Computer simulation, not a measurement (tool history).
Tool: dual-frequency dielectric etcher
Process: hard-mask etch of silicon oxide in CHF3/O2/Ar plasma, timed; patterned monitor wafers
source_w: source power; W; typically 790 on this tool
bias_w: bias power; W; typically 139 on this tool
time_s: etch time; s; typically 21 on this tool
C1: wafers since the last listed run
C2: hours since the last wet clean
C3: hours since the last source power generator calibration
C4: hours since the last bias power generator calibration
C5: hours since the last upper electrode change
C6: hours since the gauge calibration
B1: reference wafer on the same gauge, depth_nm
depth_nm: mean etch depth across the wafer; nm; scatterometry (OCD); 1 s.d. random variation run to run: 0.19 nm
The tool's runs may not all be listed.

{"run": 1, "hour": 0.0, "source_w": 790, "bias_w": 139, "time_s": 21, "C1": 0, "C2": 13.5, "C3": 2841.8, "C4": 1549.1, "C5": 2885.1, "C6": 1036.2, "B1": 35.37, "depth_nm": 40.52}
{"run": 2, "hour": 28.3, "source_w": 790, "bias_w": 139, "time_s": 21, "C1": 433, "C2": 41.8, "C3": 2870.1, "C4": 1577.4, "C5": 2913.4, "C6": 1064.5, "B1": 35.4, "depth_nm": 40.47}
{"run": 3, "hour": 88.4, "source_w": 790, "bias_w": 139, "time_s": 24.5, "C1": 919, "C2": 101.9, "C3": 2930.2, "C4": 1637.5, "C5": 2973.5, "C6": 1124.6, "B1": 35.39, "depth_nm": 47.17}
{"run": 4, "hour": 131.2, "source_w": 790, "bias_w": 139, "time_s": 24.5, "C1": 654, "C2": 144.7, "C3": 2973, "C4": 1680.3, "C5": 3016.3, "C6": 1167.4, "B1": 35.41, "depth_nm": 47.55}
{"run": 5, "hour": 186.7, "source_w": 790, "bias_w": 139, "time_s": 24.5, "C1": 849, "C2": 200.2, "C3": 3028.5, "C4": 1735.8, "C5": 3071.8, "C6": 1222.9, "B1": 35.46, "depth_nm": 47}
{"run": 6, "hour": 253.5, "source_w": 790, "bias_w": 139, "time_s": 26, "C1": 1022, "C2": 267, "C3": 3095.3, "C4": 1802.6, "C5": 3138.6, "C6": 1289.7, "B1": 35.41, "depth_nm": 50.94}
{"run": 7, "hour": 289.2, "source_w": 790, "bias_w": 139, "time_s": 26, "C1": 546, "C2": 302.7, "C3": 3131, "C4": 1838.3, "C5": 3174.3, "C6": 1325.4, "B1": 35.38, "depth_nm": 50.74}
{"run": 8, "hour": 343.7, "source_w": 790, "bias_w": 139, "time_s": 26, "C1": 834, "C2": 357.2, "C3": 3185.5, "C4": 1892.8, "C5": 3228.8, "C6": 1379.9, "B1": 35.43, "depth_nm": 51.41}
{"run": 9, "hour": 381.5, "source_w": 920, "bias_w": 139, "time_s": 21, "C1": 578, "C2": 395, "C3": 3223.3, "C4": 1930.6, "C5": 3266.6, "C6": 1417.7, "B1": 35.39, "depth_nm": 44.35}
{"run": 10, "hour": 440.8, "source_w": 920, "bias_w": 139, "time_s": 21, "C1": 907, "C2": 454.3, "C3": 3282.6, "C4": 1989.9, "C5": 3325.9, "C6": 1477, "B1": 35.39, "depth_nm": 44.5}
{"run": 11, "hour": 481.6, "source_w": 790, "bias_w": 139, "time_s": 22.5, "C1": 624, "C2": 495.1, "C3": 3323.4, "C4": 2030.7, "C5": 3366.7, "C6": 1517.8, "B1": 35.41, "depth_nm": 44.47}
{"hour": 543.7, "done": "wet clean of the chamber"}
{"run": 12, "hour": 544.2, "source_w": 790, "bias_w": 139, "time_s": 21, "C1": 590, "C2": 0.5, "C3": 3386, "C4": 2093.3, "C5": 3429.3, "C6": 1580.4, "B1": 35.41, "depth_nm": 40.85}
{"run": 13, "hour": 579.4, "source_w": 790, "bias_w": 139, "time_s": 21, "C1": 538, "C2": 35.7, "C3": 3421.2, "C4": 2128.5, "C5": 3464.5, "C6": 1615.6, "B1": 35.34, "depth_nm": 41.02}
{"run": 14, "hour": 618.8, "source_w": 790, "bias_w": 139, "time_s": 21, "C1": 602, "C2": 75.1, "C3": 3460.6, "C4": 2167.9, "C5": 3503.9, "C6": 1655, "B1": 35.42, "depth_nm": 41.07}
{"run": 15, "hour": 686.8, "source_w": 790, "bias_w": 139, "time_s": 21, "C1": 1040, "C2": 143.1, "C3": 3528.6, "C4": 2235.9, "C5": 3571.9, "C6": 1723, "B1": 35.37, "depth_nm": 41.18}
{"run": 16, "hour": 740.1, "source_w": 790, "bias_w": 111, "time_s": 21, "C1": 815, "C2": 196.4, "C3": 3581.9, "C4": 2289.2, "C5": 3625.2, "C6": 1776.3, "B1": 35.4, "depth_nm": 37.91}
{"run": 17, "hour": 779.4, "source_w": 650, "bias_w": 127, "time_s": 21, "C1": 601, "C2": 235.7, "C3": 3621.2, "C4": 2328.5, "C5": 3664.5, "C6": 1815.6, "B1": 35.38, "depth_nm": 35.91}
{"run": 18, "hour": 815.0, "source_w": 920, "bias_w": 139, "time_s": 21, "C1": 544, "C2": 271.3, "C3": 3656.8, "C4": 2364.1, "C5": 3700.1, "C6": 1851.2, "B1": 35.43, "depth_nm": 44.69}
{"run": 19, "hour": 848.7, "source_w": 860, "bias_w": 151, "time_s": 27.5, "C1": 515, "C2": 305, "C3": 3690.5, "C4": 2397.8, "C5": 3733.8, "C6": 1884.9, "B1": 35.4, "depth_nm": 58.15}
{"run": 20, "hour": 945.6, "source_w": 790, "bias_w": 139, "time_s": 21, "C1": 1482, "C2": 401.9, "C3": 3787.4, "C4": 2494.7, "C5": 3830.7, "C6": 1981.8, "B1": 35.42, "depth_nm": 41.72}
{"hour": 962.8, "done": "gauge calibrated"}
{"run": 21, "hour": 996.2, "source_w": 790, "bias_w": 139, "time_s": 21, "C1": 774, "C2": 452.5, "C3": 3838, "C4": 2545.3, "C5": 3881.3, "C6": 33.4, "B1": 35.4, "depth_nm": 41.81}
{"hour": 1037.4, "done": "upper electrode replaced"}
{"run": 22, "hour": 1060.0, "source_w": 790, "bias_w": 148, "time_s": 24, "C1": 609, "C2": 516.3, "C3": 3901.8, "C4": 2609.1, "C5": 22.6, "C6": 97.2, "B1": 35.42, "depth_nm": 49.24}
{"hour": 1119.0, "done": "bias power generator calibrated"}
{"hour": 1162.6, "done": "wet clean of the chamber"}
{"hour": 1167.7, "done": "source power generator calibrated"}
{"run": 23, "hour": 1196.9, "source_w": 790, "bias_w": 139, "time_s": 27.5, "C1": 1605, "C2": 34.3, "C3": 29.2, "C4": 77.9, "C5": 159.5, "C6": 234.1, "B1": 35.44, "depth_nm": 52.64}
{"run": 24, "hour": 1233.5, "source_w": 790, "bias_w": 139, "time_s": 24.5, "C1": 560, "C2": 70.9, "C3": 65.8, "C4": 114.5, "C5": 196.1, "C6": 270.7, "B1": 35.36, "depth_nm": 46.55}
{"run": 25, "hour": 1280.2, "source_w": 720, "bias_w": 139, "time_s": 21, "C1": 714, "C2": 117.6, "C3": 112.5, "C4": 161.2, "C5": 242.8, "C6": 317.4, "B1": 35.38, "depth_nm": 38.54}
{"run": 26, "hour": 1310.8, "source_w": 790, "bias_w": 155, "time_s": 18, "C1": 468, "C2": 148.2, "C3": 143.1, "C4": 191.8, "C5": 273.4, "C6": 348, "B1": 35.41, "depth_nm": 36.6}
{"run": 27, "hour": 1360.6, "source_w": 790, "bias_w": 139, "time_s": 21, "C1": 762, "C2": 198, "C3": 192.9, "C4": 241.6, "C5": 323.2, "C6": 397.8, "B1": 35.39, "depth_nm": 40.55}
{"run": 28, "hour": 1391.9, "source_w": 710, "bias_w": 139, "time_s": 21, "C1": 478, "C2": 229.3, "C3": 224.2, "C4": 272.9, "C5": 354.5, "C6": 429.1, "B1": 35.42, "depth_nm": 38.33}
{"run": 29, "hour": 1460.2, "source_w": 790, "bias_w": 162, "time_s": 21, "C1": 1045, "C2": 297.6, "C3": 292.5, "C4": 341.2, "C5": 422.8, "C6": 497.4, "B1": 35.39, "depth_nm": 43.64}
{"run": 30, "hour": 1508.9, "source_w": 890, "bias_w": 164, "time_s": 23, "C1": 745, "C2": 346.3, "C3": 341.2, "C4": 389.9, "C5": 471.5, "C6": 546.1, "B1": 35.4, "depth_nm": 50.98}

4 options for the next run, each taken on its own from the tool as it stands now. Forecast them:
{"run": "A", "hour": 1509.3, "source_w": 790, "bias_w": 139, "time_s": 21, "C1": 6, "C2": 346.7, "C3": 341.6, "C4": 390.3, "C5": 471.9, "C6": 546.5, "B1": "?", "depth_nm": "?"}
{"run": "B", "hour": 1509.3, "source_w": 880, "bias_w": 155, "time_s": 21, "C1": 6, "C2": 346.7, "C3": 341.6, "C4": 390.3, "C5": 471.9, "C6": 546.5, "B1": "?", "depth_nm": "?"}
{"run": "C", "hour": 1509.3, "source_w": 890, "bias_w": 156, "time_s": 21, "C1": 6, "C2": 346.7, "C3": 341.6, "C4": 390.3, "C5": 471.9, "C6": 546.5, "B1": "?", "depth_nm": "?"}
{"run": "D", "hour": 1509.3, "source_w": 790, "bias_w": 115, "time_s": 21, "C1": 6, "C2": 346.7, "C3": 341.6, "C4": 390.3, "C5": 471.9, "C6": 546.5, "B1": "?", "depth_nm": "?"}

run=A B1=35.4 depth_nm=41
run=B B1=35.4 depth_nm=45.14
run=C B1=35.4 depth_nm=45.51
run=D B1=35.4 depth_nm=38.08
Stripped of hidden state, with their random variation kept, the same runs would have yielded:
run=A depth_nm=40.43
run=B depth_nm=44.52
run=C depth_nm=44.88
run=D depth_nm=37.56
